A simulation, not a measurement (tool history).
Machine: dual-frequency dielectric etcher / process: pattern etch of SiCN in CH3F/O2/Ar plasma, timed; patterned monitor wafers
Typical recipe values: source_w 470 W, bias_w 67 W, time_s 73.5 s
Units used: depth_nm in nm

run	hour	source_w	bias_w	time_s	wafers since the last listed run	hours since the last wet clean	hours since the last source power generator calibration	hours since the last bias power generator calibration	hours since the last upper electrode change	hours since the gauge calibration	read-back reference wafer on the same gauge, depth_nm	depth_nm
1	0	470	67	73.5	0	118.5	912.9	4200	1852.5	252.4	28.71	26.63
2	65.9	470	67	73.5	855	184.4	978.8	4265.9	1918.4	318.3	28.79	26.71
3	127.4	470	67	73.5	797	245.9	1040.3	4327.4	1979.9	379.8	28.86	26.8
4	168	470	67	73.5	526	286.5	1080.9	4368	2020.5	420.4	28.93	26.74
# hour 215.9: wet clean of the chamber
5	216.4	470	67	73.5	316	0.5	1129.3	4416.4	2068.9	468.8	29.01	26.74
6	226.3	470	67	73.5	128	10.4	1139.2	4426.3	2078.8	478.7	29.01	26.76
7	266.9	430	67	73.5	526	51	1179.8	4466.9	2119.4	519.3	29.07	26.06
8	311.9	430	67	73.5	583	96	1224.8	4511.9	2164.4	564.3	29.14	26.19
# hour 332.5: gauge calibrated
9	343.6	470	67	73.5	411	127.7	1256.5	4543.6	2196.1	11.1	28.33	26.24
10	413.4	420	55	91.5	905	197.5	1326.3	4613.4	2265.9	80.9	28.41	29.66
# hour 456: bias power generator calibrated
11	462.1	470	67	73.5	580	246.2	1375	6.1	2314.6	129.6	28.46	26.44
# hour 487: source power generator calibrated
# hour 502.1: upper electrode replaced
12	506.1	470	60	73.5	322	290.2	19.1	50.1	4	173.6	28.55	25.43
13	546.3	520	81	60.5	521	330.4	59.3	90.3	44.2	213.8	28.55	24.12
# hour 585.9: wet clean of the chamber
14	586.4	590	80	91.5	208	0.5	99.4	130.4	84.3	253.9	28.63	37.7
15	649.9	470	79	90.5	823	64	162.9	193.9	147.8	317.4	28.69	34.5
16	708.4	570	67	73.5	759	122.5	221.4	252.4	206.3	375.9	28.71	28.27
17	771	470	55	73.5	812	185.1	284	315	268.9	438.5	28.84	25.05

For each run, the measured value with the value that run would have given without the tool's hidden condition subtracted. The run-to-run variation is shared by both, the gauge scatter possibly not:
Hidden state present: etch rate over this chamber's usual, %; source power that arrives over what is set, %; bias power that arrives over what is set, %; gauge reads high (%).
run	depth_nm
1	+0.32
2	+0.39
3	+0.45
4	+0.49
5	+0.55
6	+0.55
7	+0.58
8	+0.63
9	-0.06
10	+0.02
11	+0.07
12	+0.11
13	+0.14
14	+0.29
15	+0.35
16	+0.35
17	+0.37
